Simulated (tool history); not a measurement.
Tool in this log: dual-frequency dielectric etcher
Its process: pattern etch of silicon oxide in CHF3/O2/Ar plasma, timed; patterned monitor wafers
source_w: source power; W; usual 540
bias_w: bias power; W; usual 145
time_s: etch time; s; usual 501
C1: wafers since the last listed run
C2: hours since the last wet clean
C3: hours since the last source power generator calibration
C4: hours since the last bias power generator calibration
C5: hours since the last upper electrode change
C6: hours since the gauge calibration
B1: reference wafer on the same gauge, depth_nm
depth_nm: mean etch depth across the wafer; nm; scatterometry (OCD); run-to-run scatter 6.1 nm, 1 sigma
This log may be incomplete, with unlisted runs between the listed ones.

run 1 hour=0 | source_w=540 bias_w=145 time_s=602 | C1=0 C2=469.3 C3=3166.3 C4=2351.2 C5=3642.4 C6=554.9 | B1=823.4 | depth_nm=1052.5
run 2 hour=69.8 | source_w=540 bias_w=145 time_s=602 | C1=242 C2=539.1 C3=3236.1 C4=2421 C5=3712.2 C6=624.7 | B1=821.5 | depth_nm=1044.7
-- hour=172.9 wet clean of the chamber
run 3 hour=173.4 | source_w=540 bias_w=121 time_s=385.5 | C1=276 C2=0.5 C3=3339.7 C4=2524.6 C5=3815.8 C6=728.3 | B1=821.1 | depth_nm=653.6
run 4 hour=221.1 | source_w=450 bias_w=145 time_s=578.5 | C1=165 C2=48.2 C3=3387.4 C4=2572.3 C5=3863.5 C6=776 | B1=822.5 | depth_nm=943
run 5 hour=316.4 | source_w=440 bias_w=145 time_s=501 | C1=330 C2=143.5 C3=3482.7 C4=2667.6 C5=3958.8 C6=871.3 | B1=819.9 | depth_nm=795.7
run 6 hour=364.8 | source_w=440 bias_w=145 time_s=501 | C1=168 C2=191.9 C3=3531.1 C4=2716 C5=4007.2 C6=919.7 | B1=823.8 | depth_nm=798.3
run 7 hour=442.2 | source_w=540 bias_w=145 time_s=501 | C1=268 C2=269.3 C3=3608.5 C4=2793.4 C5=4084.6 C6=997.1 | B1=824.9 | depth_nm=876.7
run 8 hour=500 | source_w=540 bias_w=145 time_s=501 | C1=200 C2=327.1 C3=3666.3 C4=2851.2 C5=4142.4 C6=1054.9 | B1=822.6 | depth_nm=861.2
-- hour=554.5 source power generator calibrated
run 9 hour=602.5 | source_w=540 bias_w=145 time_s=501 | C1=342 C2=429.6 C3=48 C4=2953.7 C5=4244.9 C6=1157.4 | B1=820.6 | depth_nm=867
run 10 hour=690.4 | source_w=540 bias_w=145 time_s=422 | C1=305 C2=517.5 C3=135.9 C4=3041.6 C5=4332.8 C6=1245.3 | B1=823.1 | depth_nm=725.5
-- hour=742.3 wet clean of the chamber
run 11 hour=766.6 | source_w=620 bias_w=145 time_s=501 | C1=181 C2=24.3 C3=212.1 C4=3117.8 C5=4409 C6=1321.5 | B1=824.6 | depth_nm=876.7
run 12 hour=870.7 | source_w=490 bias_w=119 time_s=501 | C1=361 C2=128.4 C3=316.2 C4=3221.9 C5=4513.1 C6=1425.6 | B1=820.4 | depth_nm=751
-- hour=893.1 bias power generator calibrated
run 13 hour=935.6 | source_w=540 bias_w=145 time_s=501 | C1=211 C2=193.3 C3=381.1 C4=42.5 C5=4578 C6=1490.5 | B1=822.3 | depth_nm=832.6
-- hour=1047.8 gauge calibrated
-- hour=1054.4 upper electrode replaced
run 14 hour=1054.9 | source_w=540 bias_w=121 time_s=385.5 | C1=330 C2=312.6 C3=500.4 C4=161.8 C5=0.5 C6=7.1 | B1=820.3 | depth_nm=601.9
-- hour=1129.1 wet clean of the chamber, repeated, since the last time left the tool worse
run 15 hour=1132.3 | source_w=540 bias_w=145 time_s=501 | C1=185 C2=3.2 C3=577.8 C4=239.2 C5=77.9 C6=84.5 | B1=823.5 | depth_nm=885.4
run 16 hour=1191.9 | source_w=670 bias_w=118 time_s=557 | C1=206 C2=62.8 C3=637.4 C4=298.8 C5=137.5 C6=144.1 | B1=823.7 | depth_nm=1017.7
run 17 hour=1260.6 | source_w=660 bias_w=145 time_s=501 | C1=238 C2=131.5 C3=706.1 C4=367.5 C5=206.2 C6=212.8 | B1=826.6 | depth_nm=955
run 18 hour=1315.1 | source_w=490 bias_w=116 time_s=501 | C1=189 C2=186 C3=760.6 C4=422 C5=260.7 C6=267.3 | B1=822.7 | depth_nm=774.1
run 19 hour=1470.5 | source_w=420 bias_w=145 time_s=384 | C1=539 C2=341.4 C3=916 C4=577.4 C5=416.1 C6=422.7 | B1=824 | depth_nm=601.7
run 20 hour=1533.2 | source_w=540 bias_w=145 time_s=501 | C1=217 C2=404.1 C3=978.7 C4=640.1 C5=478.8 C6=485.4 | B1=825.8 | depth_nm=867.5
-- hour=1697.8 wet clean of the chamber
run 21 hour=1705 | source_w=480 bias_w=145 time_s=461.5 | C1=513 C2=7.2 C3=1150.5 C4=811.9 C5=650.6 C6=657.2 | B1=823.6 | depth_nm=764.6
run 22 hour=1760.1 | source_w=540 bias_w=145 time_s=563.5 | C1=191 C2=62.3 C3=1205.6 C4=867 C5=705.7 C6=712.3 | B1=825.6 | depth_nm=990.7

Alternative continuations, all from the tool just after run 22; predict every row:
run A hour=1760.7 | source_w=540 bias_w=145 time_s=501 | C1=2 C2=62.9 C3=1206.2 C4=867.6 C5=706.3 C6=712.9 | B1=? | depth_nm=?
run B hour=1760.7 | source_w=540 bias_w=114 time_s=444.5 | C1=2 C2=62.9 C3=1206.2 C4=867.6 C5=706.3 C6=712.9 | B1=? | depth_nm=?
run C hour=1760.7 | source_w=610 bias_w=111 time_s=422.5 | C1=2 C2=62.9 C3=1206.2 C4=867.6 C5=706.3 C6=712.9 | B1=? | depth_nm=?
run D hour=1760.7 | source_w=540 bias_w=145 time_s=400 | C1=2 C2=62.9 C3=1206.2 C4=867.6 C5=706.3 C6=712.9 | B1=? | depth_nm=?
run E hour=1760.7 | source_w=460 bias_w=118 time_s=362 | C1=2 C2=62.9 C3=1206.2 C4=867.6 C5=706.3 C6=712.9 | B1=? | depth_nm=?

run=A B1=821.9 depth_nm=879.5
run=B B1=821.9 depth_nm=727.3
run=C B1=821.9 depth_nm=723.5
run=D B1=821.9 depth_nm=702.2
run=E B1=821.9 depth_nm=557.6
The same runs, with their run-to-run variation unchanged, on a tool lacking any hidden condition would have given:
run=A depth_nm=882.6
run=B depth_nm=729.9
run=C depth_nm=726.1
run=D depth_nm=704.7
run=E depth_nm=559.6
